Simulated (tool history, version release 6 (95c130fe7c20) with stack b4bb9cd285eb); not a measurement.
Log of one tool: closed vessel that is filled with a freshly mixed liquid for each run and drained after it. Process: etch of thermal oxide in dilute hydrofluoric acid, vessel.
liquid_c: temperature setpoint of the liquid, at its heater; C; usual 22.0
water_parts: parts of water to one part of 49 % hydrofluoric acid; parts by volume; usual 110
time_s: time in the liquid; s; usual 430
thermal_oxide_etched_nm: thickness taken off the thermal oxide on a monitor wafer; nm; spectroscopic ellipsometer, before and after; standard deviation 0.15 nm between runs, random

run    hour  liquid_c  water_parts  time_s  wafers since the last listed run  hours since the thermometer was replaced  hours since the hydrofluoric acid flow meter was replaced  hours since the gauge calibration  read-back film thickness of the thermal oxide reference wafer, read on the same gauge (nm)  thermal_oxide_etched_nm
  1     0.0      22.0          110     430                                 0                                    1613.3                                                     1116.2                             1633.4                                                                                      140.03                    15.55
  2    64.1      22.0          110     430                              5614                                    1677.4                                                     1180.3                             1697.5                                                                                      139.97                    15.57
  3   116.2      22.0          110     430                              4563                                    1729.5                                                     1232.4                             1749.6                                                                                      140.01                    15.18
  4   173.3      22.0          110     360                              5000                                    1786.6                                                     1289.5                             1806.7                                                                                      139.99                    12.90
  5   206.2      22.0          110     430                              2881                                    1819.5                                                     1322.4                             1839.6                                                                                      140.06                    15.59
      358.9  -- thermometer replaced
      393.0  -- gauge calibrated
  6   402.0      22.0          110     430                             17061                                      43.1                                                     1518.2                                9.0                                                                                      139.97                    16.54
  7   434.4      25.0          110     430                              2837                                      75.5                                                     1550.6                               41.4                                                                                      139.98                    18.60
  8   460.9      22.0          110     430                              2320                                     102.0                                                     1577.1                               67.9                                                                                      139.98                    16.54
  9   486.5      19.0          110     430                              2242                                     127.6                                                     1602.7                               93.5                                                                                      140.00                    14.40
 10   511.8      19.0          110     430                              2215                                     152.9                                                     1628.0                              118.8                                                                                      139.98                    14.50
 11   582.3      22.0           70     430                              6174                                     223.4                                                     1698.5                              189.3                                                                                      139.98                    26.61
 12   641.7      22.0          110     430                              5202                                     282.8                                                     1757.9                              248.7                                                                                      140.00                    16.45
 13   696.0      22.0          130     290                              4755                                     337.1                                                     1812.2                              303.0                                                                                      140.01                     9.07
 14   720.5      19.5          140     430                              2145                                     361.6                                                     1836.7                              327.5                                                                                      140.03                    11.30
 15   750.4      22.0          110     430                              2618                                     391.5                                                     1866.6                              357.4                                                                                      140.02                    16.42
 16   815.2      22.0          110     580                              5675                                     456.3                                                     1931.4                              422.2                                                                                      140.01                    21.91
 17   884.5      19.0          140     240                              6069                                     525.6                                                     2000.7                              491.5                                                                                      140.03                     6.09
 18   926.0      18.5          140     265                              3634                                     567.1                                                     2042.2                              533.0                                                                                      139.95                     6.51
 19   992.5      22.0          110     430                              5824                                     633.6                                                     2108.7                              599.5                                                                                      140.05                    16.01
 20  1104.7      22.0          110     430                              9826                                     745.8                                                     2220.9                              711.7                                                                                      139.93                    16.29
     1124.7  -- hydrofluoric acid flow meter replaced
 21  1170.2      22.0          110     430                              5649                                     811.3                                                       45.5                              777.2                                                                                      140.03                    16.14
 22  1198.7      18.5          110     210                              2496                                     839.8                                                       74.0                              805.7                                                                                      140.01                     6.84
 23  1229.8      24.0          110     430                              2723                                     870.9                                                      105.1                              836.8                                                                                      140.00                    17.48
 24  1256.7      18.5          110     245                              2355                                     897.8                                                      132.0                              863.7                                                                                      140.00                     7.85
 25  1284.8      22.0          110     430                              2461                                     925.9                                                      160.1                              891.8                                                                                      140.03                    15.82
 26  1329.9      18.0          150     430                              3949                                     971.0                                                      205.2                              936.9                                                                                      139.98                     9.54
 27  1381.0      22.0          110     255                              4475                                    1022.1                                                      256.3                              988.0                                                                                      140.01                     9.23
 28  1409.5      22.0          165     290                              2496                                    1050.6                                                      284.8                             1016.5                                                                                      139.95                     6.59
 29  1461.6      25.0          110     210                              4563                                    1102.7                                                      336.9                             1068.6                                                                                      139.97                     8.67
 30  1522.2      20.0           70     595                              5307                                    1163.3                                                      397.5                             1129.2                                                                                      139.97                    33.14
 31  1568.9      18.0          140     275                              4090                                    1210.0                                                      444.2                             1175.9                                                                                      139.98                     6.52
 32  1616.8      22.0          110     280                              4195                                    1257.9                                                      492.1                             1223.8                                                                                      139.95                    10.25
 33  1666.0      22.0          110     430                              4309                                    1307.1                                                      541.3                             1273.0                                                                                      139.99                    15.34
 34  1719.2      22.0          110     430                              4659                                    1360.3                                                      594.5                             1326.2                                                                                      140.00                    15.37

State the hidden condition of the tool at each of the runs:
hydrofluoric acid flow above the setpoint (%): 0 across all the runs
gauge reads high (%): 0 across all the runs
H1: liquid colder than its thermometer reads (K)
run     H1
  1   2.12
  2    2.2
  3   2.26
  4   2.32
  5   2.36
  6  0.433
  7   0.47
  8  0.501
  9   0.53
 10   0.56
 11  0.641
 12  0.709
 13  0.772
 14    0.8
 15  0.834
 16  0.909
 17  0.989
 18   1.04
 19   1.11
 20   1.24
 21   1.32
 22   1.35
 23   1.39
 24   1.42
 25   1.45
 26    1.5
 27   1.56
 28   1.59
 29   1.65
 30   1.72
 31   1.78
 32   1.83
 33   1.89
 34   1.95
